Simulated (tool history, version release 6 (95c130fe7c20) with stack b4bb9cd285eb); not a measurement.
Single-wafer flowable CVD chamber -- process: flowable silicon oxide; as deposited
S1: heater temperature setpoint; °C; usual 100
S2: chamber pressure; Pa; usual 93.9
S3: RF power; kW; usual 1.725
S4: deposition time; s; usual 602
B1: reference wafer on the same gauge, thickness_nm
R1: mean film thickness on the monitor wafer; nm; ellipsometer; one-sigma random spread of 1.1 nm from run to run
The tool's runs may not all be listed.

run	day	S1	S2	S3	S4	B1	R1
1	0.000	100	93.9	1.800	602	296.046	286.769
2	4.146	100	93.9	1.800	602	295.607	285.868
3	5.758	100	93.9	1.800	602	295.943	286.400
4	10.112	100	93.9	1.725	602	296.325	282.989
5	13.354	100	93.9	1.725	602	296.413	281.367
6	15.604	100	93.9	1.725	602	296.242	283.985
7	17.929	100	93.9	1.995	632	295.987	308.419
# day 19.962: capacitance manometer re-zeroed and calibrated
8	20.558	100	93.9	1.995	632	295.950	309.153
9	22.996	95	93.9	1.885	526	295.791	302.527
# day 24.683: showerhead replaced
10	24.846	95	117.1	1.725	602	296.087	422.134
# day 28.162: thermocouple changed; heater temperature recalibrated
# day 28.362: RF generator calibrated
11	28.383	113	76.4	2.005	663	295.782	165.249
12	32.633	100	93.9	1.725	602	295.571	286.426
# day 34.642: gauge calibrated
13	36.021	100	93.9	1.560	602	295.824	277.319
14	39.667	100	110.4	1.825	602	296.174	342.536
15	50.229	110	105.1	1.465	602	296.210	205.864
16	54.338	100	93.9	1.995	632	296.067	310.080

What if the next run were any one of these 4? Each begins from the tool's condition after run 16:
A	54.362	100	93.9	1.725	602	?	?
B	54.362	96	110.5	1.635	694	?	?
C	54.362	100	106.4	1.540	602	?	?
D	54.362	100	93.9	1.620	602	?	?

run	B1	R1
A	295.728	282.402
B	295.728	437.305
C	295.728	307.741
D	295.728	276.778
Had the tool no hidden state, the same runs would have come out as:
run	R1
A	288.615
B	447.639
C	316.552
D	283.539

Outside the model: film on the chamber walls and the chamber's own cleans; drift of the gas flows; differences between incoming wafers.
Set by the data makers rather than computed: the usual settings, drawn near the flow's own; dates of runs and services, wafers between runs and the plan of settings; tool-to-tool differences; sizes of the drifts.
